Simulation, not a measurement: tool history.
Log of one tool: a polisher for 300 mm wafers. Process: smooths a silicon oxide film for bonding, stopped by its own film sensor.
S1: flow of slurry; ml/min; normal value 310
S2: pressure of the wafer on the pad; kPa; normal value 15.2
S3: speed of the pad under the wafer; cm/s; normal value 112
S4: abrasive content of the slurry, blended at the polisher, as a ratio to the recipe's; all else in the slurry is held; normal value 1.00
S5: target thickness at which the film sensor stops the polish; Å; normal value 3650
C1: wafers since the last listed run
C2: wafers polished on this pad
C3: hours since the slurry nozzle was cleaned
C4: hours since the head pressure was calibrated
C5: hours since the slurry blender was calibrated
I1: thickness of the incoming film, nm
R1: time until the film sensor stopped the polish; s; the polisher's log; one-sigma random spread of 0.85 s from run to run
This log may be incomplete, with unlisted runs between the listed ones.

run    hour   S1    S2   S3    S4    S5    C1    C2     C3     C4     C5     I1     R1
  1     0.0  310  15.2  112  1.00  3650     0  2310  310.4  303.5  395.1  446.5  105.0
       16.2  -- slurry blender recalibrated
       55.2  -- head pressure recalibrated, repeated, since the last time left the tool worse
  2    70.5  310  15.2  112  1.00  3650   685  2995  380.9   15.3   54.3  445.3   90.6
       74.7  -- slurry nozzle cleaned
  3   112.0  310  15.2  112  1.00  3650   417  3412   37.3   56.8   95.8  447.3   92.7
  4   148.4  310  15.2  112  1.00  3650   374  3787   73.7   93.2  132.2  449.9   94.7
  5   190.6  365  15.2  112  1.00  3650   434  4222  115.9  135.4  174.4  450.4   94.1
  6   219.3  365  15.2  112  1.00  3650   295  4517  144.6  164.1  203.1  454.3   98.5
      262.1  -- worn pad replaced by a new one
  7   276.6  365  15.2  112  1.00  3650   549   149  201.9  221.4  260.4  443.3   85.9
  8   314.3  310  15.2  112  1.00  3650   388   537  239.6  259.1  298.1  452.0   96.2
  9   377.5  310  15.2  112  1.00  3650   651  1188  302.8  322.3  361.3  441.5   85.6
 10   448.6  310  15.2  112  1.00  3830   732  1921  373.9  393.4  432.4  446.3   70.4
      467.7  -- slurry nozzle cleaned
 11   505.6  310  15.2  112  1.00  3650   576  2498   37.9  450.4  489.4  455.7   99.6
      519.6  -- slurry blender recalibrated
 12   564.1  310  15.2  138  1.10  3650   582  3080   96.4  508.9   44.5  453.0   77.5
 13   626.8  310  15.2  102  1.00  3650   645  3725  159.1  571.6  107.2  447.0   96.8
 14   682.8  365  15.2  112  1.00  3650   576  4302  215.1  627.6  163.2  444.6   83.5
 15   724.0  310  15.2  112  1.00  3650   424  4727  256.3  668.8  204.4  451.2   91.6
      768.5  -- worn pad replaced by a new one
      915.2  -- slurry blender recalibrated
 16   926.9  310  19.3  136  1.00  3880  2028  1610  459.2  871.7   11.7  452.9   47.8
      979.0  -- slurry nozzle cleaned
 17   986.1  255  15.2  112  1.20  3650   599  2210    7.1  930.9   70.9  456.5   88.2
     1004.1  -- head pressure recalibrated
 18  1027.4  380  11.0  112  1.10  3530   404  2615   48.4   23.3  112.2  450.8  130.7
 19  1096.4  310  15.2  112  1.20  3650   710  3325  117.4   92.3  181.2  443.1   79.9
 20  1127.5  310  15.2  138  1.00  3650   320  3646  148.5  123.4  212.3  454.0   86.1
 21  1171.3  310  15.2  112  1.00  3650   451  4097  192.3  167.2  256.1  445.6   89.1
     1214.5  -- worn pad replaced by a new one
 22  1215.0  215  15.2  142  1.00  3650   408     5  236.0  210.9  299.8  448.8   82.4
 23  1251.4  350  11.0  112  1.00  3650   374   380  272.4  247.3  336.2  446.5  118.6
 24  1279.8  420  15.2   84  1.00  3860   292   672  300.8  275.7  364.6  455.9   96.0
 25  1346.9  310  15.2   90  0.85  3910   691  1363  367.9  342.8  431.7  446.3   81.1

Run 26 has not been measured yet. What should we expect?
     1373.3  -- slurry blender recalibrated
     1404.8  -- slurry nozzle cleaned
 26  1415.6  270  15.2  124  0.85  3650  676  2040  10.8  411.5  42.3  453.1   ?

{"run 26": {"R1": 100.9}}
Minus the tool's unlogged condition, the same run would have read R1 102.0 s.
